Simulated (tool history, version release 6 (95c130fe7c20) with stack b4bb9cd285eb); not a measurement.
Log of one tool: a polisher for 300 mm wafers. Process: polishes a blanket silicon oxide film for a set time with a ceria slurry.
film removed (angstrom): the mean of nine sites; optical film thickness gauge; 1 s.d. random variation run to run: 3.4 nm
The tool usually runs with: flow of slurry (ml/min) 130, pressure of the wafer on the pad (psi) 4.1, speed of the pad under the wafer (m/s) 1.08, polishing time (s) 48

run,hour,flow of slurry (ml/min),pressure of the wafer on the pad (psi),speed of the pad under the wafer (m/s),polishing time (s),wafers since the last listed run,wafers polished on this pad,hours since the slurry nozzle was cleaned,hours since the head pressure was calibrated,"incoming thickness of the incoming film, nm",film removed (angstrom)
1,0,105,4.1,1.08,48,0,515,580.6,456.5,837.7,2193
2,26.3,105,4.1,1.08,48,198,713,606.9,482.8,840.7,2149
3,54.9,105,4.1,1.08,48,215,928,635.5,511.4,848.1,2002
# hour 71.3: worn pad replaced by a new one
4,72.2,130,4.1,1.08,48,100,7,652.8,528.7,847,2417
5,106.4,130,4.1,1.08,48,257,264,687,562.9,848.4,2414
6,141.7,130,4.1,1.08,48,265,530,722.3,598.2,853.8,2287
7,166.4,130,4.1,1.08,48,186,716,747,622.9,835.8,2261
8,183.8,130,5.2,1.08,48,131,847,764.4,640.3,823.4,2808
# hour 197.7: worn pad replaced by a new one
9,205.9,130,5.2,1.08,48,136,62,786.5,662.4,830.9,2993
10,240.3,130,4.1,1.08,44,259,321,820.9,696.8,834.6,2233
11,272.4,130,4.1,1.08,44,241,562,853,728.9,844,2157
12,284.9,130,4.1,1.08,44,94,657,865.5,741.4,838.8,2094
13,297.8,130,4.1,1.08,48,97,754,878.4,754.3,832.9,2270
# hour 316.5: head pressure recalibrated
14,317,130,4.1,1.08,48,129,883,897.6,0.5,836.8,2094
# hour 324: slurry nozzle cleaned
# hour 327.4: worn pad replaced by a new one
15,341.3,145,4.6,1.28,48,149,104,17.3,24.8,848.8,3245
16,371.3,130,4.1,0.86,48,225,330,47.3,54.8,841.2,1923
17,403.8,145,4.8,1.08,48,244,575,79.8,87.3,826.1,2686
18,419,130,4.1,1.08,48,114,689,95,102.5,837.9,2195
19,437.8,85,4.9,1.42,35,141,831,113.8,121.3,838.7,2144
# hour 449.2: worn pad replaced by a new one
20,473.2,165,3.6,0.86,48,236,180,149.2,156.7,840.9,1782
21,496.7,90,4.1,1.08,61,177,358,172.7,180.2,836.4,2742
22,521.9,130,4.1,0.92,48,189,547,197.9,205.4,834.6,1984
23,534.9,165,4.1,1.24,39,97,645,210.9,218.4,843.5,2176
24,568.1,130,4.1,1.08,48,250,895,244.1,251.6,849.3,2149
# hour 584.2: worn pad replaced by a new one
25,593.3,170,4.1,1.08,33,159,68,269.3,276.8,851.5,1741
26,613.8,115,5.4,1.08,48,154,223,289.8,297.3,827.8,2971
27,629.3,130,4.1,1.08,48,116,340,305.3,312.8,842.4,2390

Here are 3 independent what-if runs from the current tool condition. What would each one return?
A,629.7,130,4.1,0.9,48,3,343,305.7,313.2,849.5,?
B,629.7,175,4.6,1.2,41,3,343,305.7,313.2,849.5,?
C,629.7,140,3.4,1.08,48,3,343,305.7,313.2,849.5,?

run,film removed (angstrom)
A,2031
B,2657
C,2010
Take away the tool's hidden state, keep each run's random variation, and the runs would have read:
run,film removed (angstrom)
A,2081
B,2723
C,2060

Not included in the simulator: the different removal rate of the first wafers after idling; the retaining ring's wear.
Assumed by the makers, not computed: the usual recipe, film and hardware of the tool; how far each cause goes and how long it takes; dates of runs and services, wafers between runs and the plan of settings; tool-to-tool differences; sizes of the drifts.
